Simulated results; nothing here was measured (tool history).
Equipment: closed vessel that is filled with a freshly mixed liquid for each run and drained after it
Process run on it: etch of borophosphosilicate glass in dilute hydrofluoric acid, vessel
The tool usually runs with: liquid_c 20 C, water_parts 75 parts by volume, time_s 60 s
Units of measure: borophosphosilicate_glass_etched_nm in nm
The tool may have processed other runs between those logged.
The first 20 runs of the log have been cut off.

run   hour  liquid_c  water_parts  time_s  wafers since the last listed run  hours since the thermometer was replaced  hours since the hydrofluoric acid flow meter was replaced  hours since the gauge calibration  read-back film thickness of the borophosphosilicate glass reference wafer, read on the same gauge (nm)  borophosphosilicate_glass_etched_nm
 21    542        17           60      90                              3741                                       312                                                      211.3                              148.3                                                                                                      40                                42.55
 22  572.1        17           40      30                              3145                                     342.1                                                      241.4                              178.4                                                                                                   40.01                                21.93
 23  599.3        20           75      60                              2842                                     369.3                                                      268.6                              205.6                                                                                                   39.98                                 25.6
 24  611.9        20           95      85                              1316                                     381.9                                                      281.2                              218.2                                                                                                   39.98                                28.11
 25  626.5        17           90      75                              1525                                     396.5                                                      295.8                              232.8                                                                                                   39.96                                23.04
 26  642.6      23.5          100      40                              1682                                     412.6                                                      311.9                              248.9                                                                                                      40                                14.18
 27  665.4        20          110      60                              2382                                     435.4                                                      334.7                              271.7                                                                                                   40.01                                16.94
 28  694.8      21.5           75      30                              3072                                     464.8                                                      364.1                              301.1                                                                                                   40.03                                13.69
 29  728.9        20           75      60                              3563                                     498.9                                                      398.2                              335.2                                                                                                   39.98                                25.49
 30  760.9        23           85      60                              3344                                     530.9                                                      430.2                              367.2                                                                                                   40.01                                25.71
 31  781.7        20           55      60                              2173                                     551.7                                                        451                                388                                                                                                   39.99                                35.99
 32    812        20           75      60                              3166                                       582                                                      481.3                              418.3                                                                                                   39.98                                26.16
 33  831.4        22          110      60                              2027                                     601.4                                                      500.7                              437.7                                                                                                      40                                18.39

3 options for the next run, each taken on its own from the tool as it stands now. Forecast them:
  A  832.1        20           85      60                                73                                     602.1                                                      501.4                              438.4                                                                                                       ?                                    ?
  B  832.1        25           90      40                                73                                     602.1                                                      501.4                              438.4                                                                                                       ?                                    ?
  C  832.1      23.5           65      30                                73                                     602.1                                                      501.4                              438.4                                                                                                       ?                                    ?

run  read-back film thickness of the borophosphosilicate glass reference wafer, read on the same gauge (nm)  borophosphosilicate_glass_etched_nm
  A                                                                                                   39.99                                22.98
  B                                                                                                   39.99                                17.58
  C                                                                                                   39.99                                17.77
Stripped of hidden state, with their random variation kept, the same runs would have yielded:
run  borophosphosilicate_glass_etched_nm
  A                                22.01
  B                                16.87
  C                                17.03

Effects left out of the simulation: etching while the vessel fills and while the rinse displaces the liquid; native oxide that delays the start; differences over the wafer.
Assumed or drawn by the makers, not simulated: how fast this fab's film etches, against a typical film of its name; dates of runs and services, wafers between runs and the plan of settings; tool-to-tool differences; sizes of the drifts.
